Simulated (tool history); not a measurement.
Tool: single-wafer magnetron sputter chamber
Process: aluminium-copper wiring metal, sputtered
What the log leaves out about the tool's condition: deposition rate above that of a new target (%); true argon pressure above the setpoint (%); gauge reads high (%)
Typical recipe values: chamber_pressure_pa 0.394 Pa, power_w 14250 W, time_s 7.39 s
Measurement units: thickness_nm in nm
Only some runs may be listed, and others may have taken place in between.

run	hour	chamber_pressure_pa	power_w	time_s	wafers since the last listed run	wafers on the sputter target	hours since the last manometer calibration	hours since the magnet pack was replaced	hours since the gauge calibration	read-back reference wafer on the same gauge, thickness_nm	thickness_nm
1	0.0	0.394	16200	7.39	0	6404	532.6	6688.7	218.8	204.801	230.587
# hour 24.7: sputter target and shields replaced
2	62.8	0.394	14250	7.39	2025	1409	595.4	6751.5	281.6	204.996	202.743
3	117.3	0.394	14250	7.39	2013	3423	649.9	6806.0	336.1	204.780	202.970
4	184.7	0.394	14250	7.39	2490	5914	717.3	6873.4	403.5	205.102	202.803
5	237.5	0.394	14250	7.39	1951	7865	770.1	6926.2	456.3	205.050	203.854
# hour 259.0: sputter target and shields replaced
6	282.5	0.394	14250	7.39	1367	868	815.1	6971.2	501.3	205.326	203.862
7	316.2	0.394	14250	7.39	1245	2114	848.8	7004.9	535.0	205.306	201.822
8	364.0	0.394	14250	7.39	1766	3880	896.6	7052.7	582.8	204.931	202.189
9	416.4	0.483	15600	7.39	1936	5816	949.0	7105.1	635.2	204.983	216.075
10	476.8	0.483	15600	7.39	2231	8048	1009.4	7165.5	695.6	204.980	214.580
# hour 495.1: sputter target and shields replaced
11	506.5	0.434	15150	8.17	801	422	1039.1	7195.2	725.3	205.021	235.043
12	560.5	0.394	14250	7.39	1995	2418	1093.1	7249.2	779.3	204.949	202.006
# hour 619.8: capacitance manometer re-zeroed and calibrated
13	630.8	0.394	14250	7.39	2302	4720	11.0	7319.5	849.6	205.006	202.894
# hour 655.1: gauge calibrated
# hour 686.3: sputter target and shields replaced
14	695.6	0.305	15700	6.55	2098	343	75.8	7384.3	40.5	204.854	205.399
# hour 740.0: magnet pack replaced
15	777.9	0.394	13200	7.39	2745	3089	158.1	37.9	122.8	205.134	187.792
# hour 881.5: sputter target and shields replaced
16	907.6	0.349	14250	7.39	4497	962	287.8	167.6	252.5	204.934	206.938
17	951.9	0.495	11650	7.89	1637	2599	332.1	211.9	296.8	205.256	171.313
18	976.4	0.530	17250	6.64	905	3505	356.6	236.4	321.3	205.035	209.670
19	1045.8	0.394	14250	8.08	2564	6069	426.0	305.8	390.7	205.158	222.108
20	1073.3	0.394	11000	5.97	1016	7085	453.5	333.3	418.2	205.066	126.025
21	1099.0	0.302	14250	7.39	949	8035	479.2	359.0	443.9	204.879	211.205

Give the tool's hidden conditions for every run:
deposition rate above that of a new target (%): 0 across all the runs
true argon pressure above the setpoint (%): 0 across all the runs
gauge reads high (%): 0 across all the runs
